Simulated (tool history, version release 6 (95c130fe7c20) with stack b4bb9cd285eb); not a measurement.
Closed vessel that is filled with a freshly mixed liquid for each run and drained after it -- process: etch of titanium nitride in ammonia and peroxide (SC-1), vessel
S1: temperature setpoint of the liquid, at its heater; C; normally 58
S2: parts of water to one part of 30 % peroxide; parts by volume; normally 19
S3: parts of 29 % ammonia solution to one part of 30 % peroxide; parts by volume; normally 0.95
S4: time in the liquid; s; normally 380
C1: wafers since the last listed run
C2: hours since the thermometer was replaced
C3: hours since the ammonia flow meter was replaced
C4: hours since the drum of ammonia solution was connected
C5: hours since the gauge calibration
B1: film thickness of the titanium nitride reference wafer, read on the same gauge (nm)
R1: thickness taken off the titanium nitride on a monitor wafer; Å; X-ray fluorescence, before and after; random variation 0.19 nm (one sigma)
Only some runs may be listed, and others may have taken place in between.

| run | hour | S1 | S2 | S3 | S4 | C1 | C2 | C3 | C4 | C5 | B1 | R1 |
|---|---|---|---|---|---|---|---|---|---|---|---|---|
| 1 | 0 | 56 | 19 | 0.95 | 380 | 0 | 1976.2 | 2538.3 | 157 | 21.8 | 39.99 | 181.7 |
| 2 | 24.7 | 58 | 19 | 0.75 | 380 | 1729 | 2000.9 | 2563 | 181.7 | 46.5 | 40 | 198.7 |
|  | 33.6 | ammonia flow meter replaced |
| 3 | 41.1 | 58 | 19 | 0.75 | 380 | 1078 | 2017.3 | 7.5 | 198.1 | 62.9 | 40.01 | 199.5 |
| 4 | 51.7 | 61.5 | 19 | 0.95 | 380 | 742 | 2027.9 | 18.1 | 208.7 | 73.5 | 39.98 | 259 |
| 5 | 66 | 58 | 19 | 0.95 | 380 | 1001 | 2042.2 | 32.4 | 223 | 87.8 | 40.02 | 209.1 |
| 6 | 76.8 | 61 | 19 | 0.95 | 380 | 756 | 2053 | 43.2 | 233.8 | 98.6 | 39.98 | 249.9 |
| 7 | 91.8 | 67 | 19 | 0.95 | 380 | 1050 | 2068 | 58.2 | 248.8 | 113.6 | 40.03 | 370.6 |
| 8 | 104 | 58 | 24 | 0.95 | 380 | 854 | 2080.2 | 70.4 | 261 | 125.8 | 40.01 | 179.6 |
|  | 107.9 | new drum of ammonia solution connected |
| 9 | 114.4 | 49 | 19 | 0.95 | 380 | 658 | 2090.6 | 80.8 | 6.5 | 136.2 | 39.97 | 111.7 |
| 10 | 131.1 | 58 | 19 | 0.95 | 380 | 1169 | 2107.3 | 97.5 | 23.2 | 152.9 | 39.99 | 204.9 |
|  | 147.8 | thermometer replaced |
| 11 | 148.5 | 68 | 19 | 0.5 | 315 | 1148 | 0.7 | 114.9 | 40.6 | 170.3 | 39.98 | 334.3 |
| 12 | 155.9 | 49 | 23.5 | 1.1 | 600 | 518 | 8.1 | 122.3 | 48 | 177.7 | 40 | 188.2 |
| 13 | 163.9 | 58 | 19 | 0.95 | 380 | 560 | 16.1 | 130.3 | 56 | 185.7 | 39.99 | 245.4 |
| 14 | 178.8 | 58 | 14.5 | 0.95 | 305 | 1043 | 31 | 145.2 | 70.9 | 200.6 | 39.99 | 220.6 |
| 15 | 184.8 | 52 | 19 | 0.6 | 380 | 420 | 37 | 151.2 | 76.9 | 206.6 | 39.95 | 148.8 |
| 16 | 219.7 | 58 | 19 | 0.95 | 380 | 2443 | 71.9 | 186.1 | 111.8 | 241.5 | 39.98 | 238.1 |
| 17 | 238.3 | 58 | 19 | 0.95 | 530 | 1302 | 90.5 | 204.7 | 130.4 | 260.1 | 39.97 | 330.4 |
| 18 | 246.7 | 67.5 | 28 | 1.15 | 590 | 588 | 98.9 | 213.1 | 138.8 | 268.5 | 40.02 | 573.1 |
| 19 | 252.9 | 58 | 22.5 | 1.15 | 210 | 434 | 105.1 | 219.3 | 145 | 274.7 | 40.02 | 124.6 |
|  | 285.1 | gauge calibrated |
| 20 | 305.7 | 58 | 10 | 0.95 | 380 | 3696 | 157.9 | 272.1 | 197.8 | 20.6 | 39.97 | 333.1 |
| 21 | 313.3 | 61.5 | 15 | 0.95 | 380 | 532 | 165.5 | 279.7 | 205.4 | 28.2 | 40 | 339.8 |
| 22 | 324.6 | 52 | 16.5 | 1.2 | 205 | 791 | 176.8 | 291 | 216.7 | 39.5 | 39.97 | 96 |
| 23 | 341.3 | 58 | 19 | 0.95 | 380 | 1169 | 193.5 | 307.7 | 233.4 | 56.2 | 40 | 237.5 |
| 24 | 350.2 | 58 | 19 | 0.95 | 535 | 623 | 202.4 | 316.6 | 242.3 | 65.1 | 39.99 | 335.2 |
| 25 | 361.6 | 58 | 15 | 0.95 | 380 | 798 | 213.8 | 328 | 253.7 | 76.5 | 40.01 | 267.8 |
| 26 | 375.1 | 67.5 | 12 | 0.95 | 185 | 945 | 227.3 | 341.5 | 267.2 | 90 | 40.01 | 277.4 |
| 27 | 392 | 56 | 19 | 0.95 | 380 | 1183 | 244.2 | 358.4 | 284.1 | 106.9 | 40.03 | 207.4 |

Consider 5 possible next runs. They are alternatives, not a sequence: every one starts from the tool as it was left by run 27. What does each give?
| A | 392.8 | 58 | 19 | 0.95 | 380 | 56 | 245 | 359.2 | 284.9 | 107.7 | ? | ? |
| B | 392.8 | 53.5 | 19 | 1.1 | 380 | 56 | 245 | 359.2 | 284.9 | 107.7 | ? | ? |
| C | 392.8 | 58 | 12 | 0.95 | 505 | 56 | 245 | 359.2 | 284.9 | 107.7 | ? | ? |
| D | 392.8 | 65.5 | 19 | 0.95 | 380 | 56 | 245 | 359.2 | 284.9 | 107.7 | ? | ? |
| E | 392.8 | 48 | 14.5 | 0.8 | 555 | 56 | 245 | 359.2 | 284.9 | 107.7 | ? | ? |

| run | B1 | R1 |
|---|---|---|
| A | 39.99 | 236.8 |
| B | 39.99 | 179.2 |
| C | 39.99 | 401.7 |
| D | 39.99 | 386 |
| E | 39.99 | 195.5 |
Without the tool's unlogged condition, the same runs would have read:
| run | R1 |
|---|---|
| A | 247.1 |
| B | 187.2 |
| C | 419.1 |
| D | 402 |
| E | 204.5 |

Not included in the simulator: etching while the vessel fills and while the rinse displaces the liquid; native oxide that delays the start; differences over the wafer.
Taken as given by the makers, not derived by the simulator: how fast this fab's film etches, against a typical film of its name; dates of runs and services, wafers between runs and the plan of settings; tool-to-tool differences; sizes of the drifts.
